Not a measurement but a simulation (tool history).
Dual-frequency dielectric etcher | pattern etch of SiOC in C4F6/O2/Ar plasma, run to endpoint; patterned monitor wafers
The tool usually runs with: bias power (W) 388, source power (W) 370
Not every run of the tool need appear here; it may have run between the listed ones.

| run | hour | bias power (W) | source power (W) | incoming incoming film thickness, nm | endpoint time (s) |
|---|---|---|---|---|---|
| 1 | 0.0 | 388 | 420 | 43.31 | 14.3 |
| 2 | 91.9 | 388 | 390 | 43.62 | 14.6 |
|  | 133.0 | wet clean of the chamber |
| 3 | 167.0 | 441 | 440 | 43.58 | 14.1 |
| 4 | 220.4 | 441 | 440 | 43.54 | 14.0 |
| 5 | 271.9 | 441 | 440 | 43.84 | 14.0 |
| 6 | 335.6 | 388 | 370 | 43.51 | 15.1 |
| 7 | 405.6 | 388 | 370 | 43.40 | 14.9 |
| 8 | 490.1 | 388 | 370 | 43.48 | 14.9 |
| 9 | 539.7 | 460 | 370 | 43.75 | 14.4 |
|  | 606.6 | wet clean of the chamber |
|  | 611.6 | source power generator calibrated |
| 10 | 612.1 | 460 | 370 | 43.34 | 14.9 |
| 11 | 687.1 | 460 | 370 | 44.04 | 14.8 |
| 12 | 737.3 | 388 | 370 | 43.26 | 15.2 |
|  | 804.1 | upper electrode replaced, of another model than before |
| 13 | 830.6 | 388 | 370 | 43.32 | 14.9 |
| 14 | 927.6 | 415 | 370 | 43.27 | 14.6 |
| 15 | 988.0 | 388 | 370 | 43.14 | 14.7 |
| 16 | 1032.8 | 303 | 370 | 43.84 | 15.2 |
|  | 1097.9 | wet clean of the chamber |
| 17 | 1098.4 | 350 | 370 | 43.53 | 15.5 |
|  | 1166.4 | bias power generator calibrated |
| 18 | 1178.0 | 388 | 370 | 43.41 | 15.2 |
| 19 | 1309.7 | 388 | 450 | 43.63 | 13.5 |
| 20 | 1360.0 | 428 | 340 | 43.45 | 15.4 |
| 21 | 1541.8 | 460 | 400 | 43.22 | 13.6 |

Run 22 has not been measured yet. What should we expect?
|  | 1625.1 | wet clean of the chamber |
| 22 | 1625.6 | 417 | 420 | 43.77 | ? |

endpoint time (s): 14.1
Minus the tool's unlogged condition, the same run would have read endpoint time (s) 14.2.
